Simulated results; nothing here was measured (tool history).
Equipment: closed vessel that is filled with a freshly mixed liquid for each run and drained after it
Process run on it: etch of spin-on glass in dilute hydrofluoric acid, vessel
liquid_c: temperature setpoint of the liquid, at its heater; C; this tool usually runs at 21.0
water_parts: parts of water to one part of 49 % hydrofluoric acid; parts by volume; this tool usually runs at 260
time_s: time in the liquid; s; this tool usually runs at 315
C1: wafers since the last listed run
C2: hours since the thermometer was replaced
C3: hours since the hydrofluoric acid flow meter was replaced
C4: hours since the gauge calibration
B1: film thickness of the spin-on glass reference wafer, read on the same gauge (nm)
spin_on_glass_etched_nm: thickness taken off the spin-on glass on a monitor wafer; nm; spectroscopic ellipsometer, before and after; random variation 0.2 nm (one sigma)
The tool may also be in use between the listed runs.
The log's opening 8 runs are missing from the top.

{"hour": 589.2, "done": "hydrofluoric acid flow meter replaced"}
{"run": 9, "hour": 601.6, "liquid_c": 21.0, "water_parts": 260, "time_s": 315, "C1": 7307, "C2": 632.5, "C3": 12.4, "C4": 429.0, "B1": 81.91, "spin_on_glass_etched_nm": 32.81}
{"run": 10, "hour": 643.6, "liquid_c": 25.5, "water_parts": 260, "time_s": 215, "C1": 3041, "C2": 674.5, "C3": 54.4, "C4": 471.0, "B1": 82.01, "spin_on_glass_etched_nm": 26.85}
{"run": 11, "hour": 685.1, "liquid_c": 18.5, "water_parts": 175, "time_s": 425, "C1": 3005, "C2": 716.0, "C3": 95.9, "C4": 512.5, "B1": 82.13, "spin_on_glass_etched_nm": 65.25}
{"run": 12, "hour": 759.0, "liquid_c": 21.0, "water_parts": 260, "time_s": 315, "C1": 5351, "C2": 789.9, "C3": 169.8, "C4": 586.4, "B1": 82.3, "spin_on_glass_etched_nm": 33.22}
{"run": 13, "hour": 809.0, "liquid_c": 22.5, "water_parts": 305, "time_s": 450, "C1": 3621, "C2": 839.9, "C3": 219.8, "C4": 636.4, "B1": 82.4, "spin_on_glass_etched_nm": 40.81}
{"run": 14, "hour": 852.9, "liquid_c": 21.0, "water_parts": 260, "time_s": 315, "C1": 3179, "C2": 883.8, "C3": 263.7, "C4": 680.3, "B1": 82.55, "spin_on_glass_etched_nm": 33.15}
{"run": 15, "hour": 938.4, "liquid_c": 18.0, "water_parts": 190, "time_s": 315, "C1": 6192, "C2": 969.3, "C3": 349.2, "C4": 765.8, "B1": 82.67, "spin_on_glass_etched_nm": 43.25}
{"run": 16, "hour": 1043.9, "liquid_c": 21.0, "water_parts": 260, "time_s": 315, "C1": 7640, "C2": 1074.8, "C3": 454.7, "C4": 871.3, "B1": 82.77, "spin_on_glass_etched_nm": 33.59}
{"run": 17, "hour": 1081.3, "liquid_c": 21.0, "water_parts": 260, "time_s": 315, "C1": 2708, "C2": 1112.2, "C3": 492.1, "C4": 908.7, "B1": 82.9, "spin_on_glass_etched_nm": 33.46}
{"run": 18, "hour": 1131.3, "liquid_c": 21.0, "water_parts": 260, "time_s": 435, "C1": 3621, "C2": 1162.2, "C3": 542.1, "C4": 958.7, "B1": 83.02, "spin_on_glass_etched_nm": 46.27}
{"run": 19, "hour": 1182.6, "liquid_c": 21.0, "water_parts": 345, "time_s": 425, "C1": 3715, "C2": 1213.5, "C3": 593.4, "C4": 1010.0, "B1": 83.09, "spin_on_glass_etched_nm": 31.49}
{"run": 20, "hour": 1267.6, "liquid_c": 23.5, "water_parts": 180, "time_s": 315, "C1": 6155, "C2": 1298.5, "C3": 678.4, "C4": 1095.0, "B1": 83.19, "spin_on_glass_etched_nm": 57.74}
{"run": 21, "hour": 1347.8, "liquid_c": 18.5, "water_parts": 260, "time_s": 425, "C1": 5808, "C2": 1378.7, "C3": 758.6, "C4": 1175.2, "B1": 83.22, "spin_on_glass_etched_nm": 41.31}
{"run": 22, "hour": 1440.3, "liquid_c": 17.0, "water_parts": 375, "time_s": 250, "C1": 6699, "C2": 1471.2, "C3": 851.1, "C4": 1267.7, "B1": 83.36, "spin_on_glass_etched_nm": 14.35}
{"run": 23, "hour": 1507.6, "liquid_c": 21.0, "water_parts": 260, "time_s": 315, "C1": 4874, "C2": 1538.5, "C3": 918.4, "C4": 1335.0, "B1": 83.35, "spin_on_glass_etched_nm": 33.44}
{"run": 24, "hour": 1557.5, "liquid_c": 21.0, "water_parts": 260, "time_s": 315, "C1": 3613, "C2": 1588.4, "C3": 968.3, "C4": 1384.9, "B1": 83.42, "spin_on_glass_etched_nm": 33.91}
{"run": 25, "hour": 1622.3, "liquid_c": 21.0, "water_parts": 260, "time_s": 160, "C1": 4692, "C2": 1653.2, "C3": 1033.1, "C4": 1449.7, "B1": 83.42, "spin_on_glass_etched_nm": 16.98}
{"run": 26, "hour": 1704.0, "liquid_c": 21.0, "water_parts": 330, "time_s": 495, "C1": 5916, "C2": 1734.9, "C3": 1114.8, "C4": 1531.4, "B1": 83.52, "spin_on_glass_etched_nm": 39.02}
{"run": 27, "hour": 1771.8, "liquid_c": 17.0, "water_parts": 260, "time_s": 395, "C1": 4910, "C2": 1802.7, "C3": 1182.6, "C4": 1599.2, "B1": 83.54, "spin_on_glass_etched_nm": 36.86}
{"run": 28, "hour": 1846.1, "liquid_c": 23.0, "water_parts": 345, "time_s": 145, "C1": 5380, "C2": 1877.0, "C3": 1256.9, "C4": 1673.5, "B1": 83.64, "spin_on_glass_etched_nm": 11.56}
{"hour": 1855.7, "done": "hydrofluoric acid flow meter replaced"}
{"run": 29, "hour": 1917.2, "liquid_c": 17.0, "water_parts": 335, "time_s": 250, "C1": 5076, "C2": 1948.1, "C3": 61.5, "C4": 1744.6, "B1": 83.58, "spin_on_glass_etched_nm": 16.78}
{"run": 30, "hour": 2006.3, "liquid_c": 21.0, "water_parts": 305, "time_s": 485, "C1": 6452, "C2": 2037.2, "C3": 150.6, "C4": 1833.7, "B1": 83.7, "spin_on_glass_etched_nm": 42.44}
{"run": 31, "hour": 2070.2, "liquid_c": 21.0, "water_parts": 260, "time_s": 365, "C1": 4627, "C2": 2101.1, "C3": 214.5, "C4": 1897.6, "B1": 83.71, "spin_on_glass_etched_nm": 38.91}
{"run": 32, "hour": 2153.8, "liquid_c": 21.0, "water_parts": 260, "time_s": 315, "C1": 6054, "C2": 2184.7, "C3": 298.1, "C4": 1981.2, "B1": 83.73, "spin_on_glass_etched_nm": 33.82}

Below are 5 alternative next runs, each starting from the tool's condition after run 32. Predict each:
{"run": "A", "hour": 2154.5, "liquid_c": 21.0, "water_parts": 260, "time_s": 315, "C1": 50, "C2": 2185.4, "C3": 298.8, "C4": 1981.9, "B1": "?", "spin_on_glass_etched_nm": "?"}
{"run": "B", "hour": 2154.5, "liquid_c": 18.0, "water_parts": 200, "time_s": 135, "C1": 50, "C2": 2185.4, "C3": 298.8, "C4": 1981.9, "B1": "?", "spin_on_glass_etched_nm": "?"}
{"run": "C", "hour": 2154.5, "liquid_c": 18.5, "water_parts": 260, "time_s": 315, "C1": 50, "C2": 2185.4, "C3": 298.8, "C4": 1981.9, "B1": "?", "spin_on_glass_etched_nm": "?"}
{"run": "D", "hour": 2154.5, "liquid_c": 23.0, "water_parts": 260, "time_s": 130, "C1": 50, "C2": 2185.4, "C3": 298.8, "C4": 1981.9, "B1": "?", "spin_on_glass_etched_nm": "?"}
{"run": "E", "hour": 2154.5, "liquid_c": 18.5, "water_parts": 135, "time_s": 240, "C1": 50, "C2": 2185.4, "C3": 298.8, "C4": 1981.9, "B1": "?", "spin_on_glass_etched_nm": "?"}

run=A B1=83.78 spin_on_glass_etched_nm=33.72
run=B B1=83.78 spin_on_glass_etched_nm=17.73
run=C B1=83.78 spin_on_glass_etched_nm=30.71
run=D B1=83.78 spin_on_glass_etched_nm=14.97
run=E B1=83.78 spin_on_glass_etched_nm=50.76
Stripped of hidden state, with their random variation kept, the same runs would have yielded:
run=A spin_on_glass_etched_nm=32.21
run=B spin_on_glass_etched_nm=16.94
run=C spin_on_glass_etched_nm=29.34
run=D spin_on_glass_etched_nm=14.30
run=E spin_on_glass_etched_nm=48.50

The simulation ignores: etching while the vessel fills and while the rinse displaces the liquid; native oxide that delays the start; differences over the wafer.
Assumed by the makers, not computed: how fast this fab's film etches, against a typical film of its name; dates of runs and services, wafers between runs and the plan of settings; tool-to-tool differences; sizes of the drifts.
